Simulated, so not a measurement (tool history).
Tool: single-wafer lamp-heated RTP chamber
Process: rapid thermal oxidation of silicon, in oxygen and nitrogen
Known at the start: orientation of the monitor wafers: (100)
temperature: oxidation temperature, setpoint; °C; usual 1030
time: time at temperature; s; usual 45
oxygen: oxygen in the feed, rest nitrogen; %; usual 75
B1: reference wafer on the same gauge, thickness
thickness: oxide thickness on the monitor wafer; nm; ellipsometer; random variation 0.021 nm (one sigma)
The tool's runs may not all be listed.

Run 1, hour 0: usual settings but temperature 1018 °C, time 52 s; B1 6.956. Result: thickness 6.354 nm.
Run 2, hour 37.7: usual settings but temperature 1018 °C, time 52 s; B1 6.948. Result: thickness 6.348 nm.
Run 3, hour 113.5: usual settings but temperature 1045 °C; B1 6.944. Result: thickness 7.16 nm.
Run 4, hour 195.3: usual settings but temperature 1045 °C; B1 6.934. Result: thickness 7.187 nm.
Run 5, hour 277.5: usual settings but temperature 1045 °C; B1 6.928. Result: thickness 7.166 nm.
Run 6, hour 427.3: usual settings; B1 6.911. Result: thickness 6.426 nm.
At hour 471.5: pyrometer window cleaned and pyrometer calibrated.
Run 7, hour 484.8: usual settings; B1 6.906. Result: thickness 6.457 nm.
Run 8, hour 553.6: usual settings; B1 6.888. Result: thickness 6.429 nm.
Run 9, hour 637.4: usual settings; B1 6.883. Result: thickness 6.456 nm.
Run 10, hour 714.8: usual settings; B1 6.869. Result: thickness 6.427 nm.
Run 11, hour 821.9: usual settings; B1 6.86. Result: thickness 6.407 nm.
Run 12, hour 875.9: usual settings; B1 6.848. Result: thickness 6.375 nm.
Run 13, hour 940.2: usual settings; B1 6.833. Result: thickness 6.42 nm.
Run 14, hour 1024.2: usual settings; B1 6.822. Result: thickness 6.378 nm.
At hour 1041.2: pyrometer window cleaned and pyrometer calibrated.
At hour 1050.7: gauge calibrated.
Run 15, hour 1068.7: usual settings; B1 6.952. Result: thickness 6.517 nm.
Run 16, hour 1112.2: usual settings; B1 6.955. Result: thickness 6.522 nm.
At hour 1147.1: oxygen flow controller replaced.
Run 17, hour 1207.3: usual settings but temperature 1012 °C, time 31 s, oxygen 98 %; B1 6.955. Result: thickness 5.385 nm.
Run 18, hour 1305: usual settings but temperature 1056 °C, time 51 s, oxygen 52 %; B1 6.957. Result: thickness 7.253 nm.
Run 19, hour 1354: usual settings but oxygen 56 %; B1 6.956. Result: thickness 5.889 nm.
Run 20, hour 1424.7: usual settings; B1 6.951. Result: thickness 6.503 nm.
Run 21, hour 1518.8: usual settings but temperature 1051 °C; B1 6.941. Result: thickness 7.538 nm.
At hour 1603.4: pyrometer window cleaned and pyrometer calibrated.
Run 22, hour 1621.5: usual settings but time 34 s, oxygen 86 %; B1 6.944. Result: thickness 6.051 nm.
Run 23, hour 1661.2: usual settings but time 35 s, oxygen 52 %; B1 6.939. Result: thickness 5.122 nm.
Run 24, hour 1728.9: usual settings; B1 6.932. Result: thickness 6.461 nm.

Run 25 comes next. What will it give?
Run 25, hour 1806.3: usual settings but temperature 1056 °C, time 51 s, oxygen 52 %; B1 ?. Result: thickness ?.

Run 25 gave B1 6.932, thickness 7.166 nm.
Without the tool's hidden state the same run would have given thickness 7.2 nm.
